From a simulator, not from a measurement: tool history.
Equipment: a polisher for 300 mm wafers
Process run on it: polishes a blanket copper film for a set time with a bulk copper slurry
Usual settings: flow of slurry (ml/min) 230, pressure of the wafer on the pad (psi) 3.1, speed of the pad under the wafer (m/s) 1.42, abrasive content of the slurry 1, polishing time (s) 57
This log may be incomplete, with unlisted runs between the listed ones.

run     day  flow of slurry (ml/min)  pressure of the wafer on the pad (psi)  speed of the pad under the wafer (m/s)  abrasive content of the slurry  polishing time (s)  incoming thickness of the incoming film, nm  film removed (angstrom)
  1       0                      230                                     3.1                                    1.42                               1                  57                                       3306.8                     6344
  2   0.554                      230                                     3.1                                    1.42                               1                  57                                       3303.1                     6248
  3   0.921                      230                                     3.1                                    1.42                               1                  57                                       3374.7                     6413
  4   1.533                      230                                     3.1                                    1.42                            0.85                  57                                       3333.7                     6144
  5   2.038                      230                                     3.1                                    1.42                               1                  57                                       3351.7                     6237
  6   2.296                      230                                     3.1                                    1.42                               1                  57                                       3362.7                     6224
  7   2.696                      230                                     3.1                                    1.42                               1                  57                                         3367                     6236
  8   3.188                      230                                     3.1                                    1.42                               1                  57                                       3307.3                     6280
      3.792  -- head pressure recalibrated
      3.933  -- worn pad replaced by a new one
  9   3.954                      290                                     2.5                                    1.42                               1                  57                                       3335.4                     5683
 10   4.454                      290                                     2.5                                    1.42                               1                  57                                       3321.8                     5600
 11   4.838                      230                                     3.1                                    1.42                               1                  57                                       3369.1                     6199
 12   5.296                      305                                     2.6                                     1.9                               1                  57                                       3320.3                     7688
 13   5.883                      290                                     2.5                                    1.42                               1                  57                                         3404                     5624
 14   6.175                      230                                     3.1                                    1.42                               1                  57                                       3295.7                     6296
 15   6.521                      230                                     3.1                                    1.42                               1                  57                                       3340.3                     6197
 16   7.217                      230                                     3.1                                    1.84                               1                  57                                       3341.8                     8122
 17   7.638                      160                                     2.3                                    1.62                               1                  57                                         3366                     5481
      8.121  -- slurry nozzle cleaned
      8.125  -- slurry blender recalibrated
 18     8.3                      230                                     3.1                                    1.42                               1                  57                                       3367.8                     6615
 19   8.692                      230                                     3.1                                    1.42                               1                  57                                       3300.6                     6489
 20   9.092                      230                                     2.2                                    1.42                             0.9                  42                                       3326.3                     3809
 21   9.579                      230                                     3.1                                    1.42                             1.2                  57                                       3334.4                     6677
 22  10.038                      255                                     4.1                                    1.42                            0.85                  75                                       3321.9                    10123
     10.425  -- worn pad replaced by a new one
 23  10.446                      230                                     3.1                                    1.42                            1.15                  57                                       3335.2                     6529

What if the next run were any one of these 4? Each begins from the tool's condition after run 23:
  A  10.462                      230                                     3.1                                    0.96                               1                  57                                       3353.2                        ?
  B  10.462                      230                                     2.4                                    1.42                               1                  57                                       3353.2                        ?
  C  10.462                      285                                     3.1                                    1.42                               1                  57                                       3353.2                        ?
  D  10.462                      175                                     3.1                                    1.42                            1.15                  38                                       3353.2                        ?

run  film removed (angstrom)
  A                     4400
  B                     5508
  C                     6669
  D                     4255
With no hidden state in the tool, these same runs would have given:
run  film removed (angstrom)
  A                     4523
  B                     5661
  C                     6855
  D                     4375
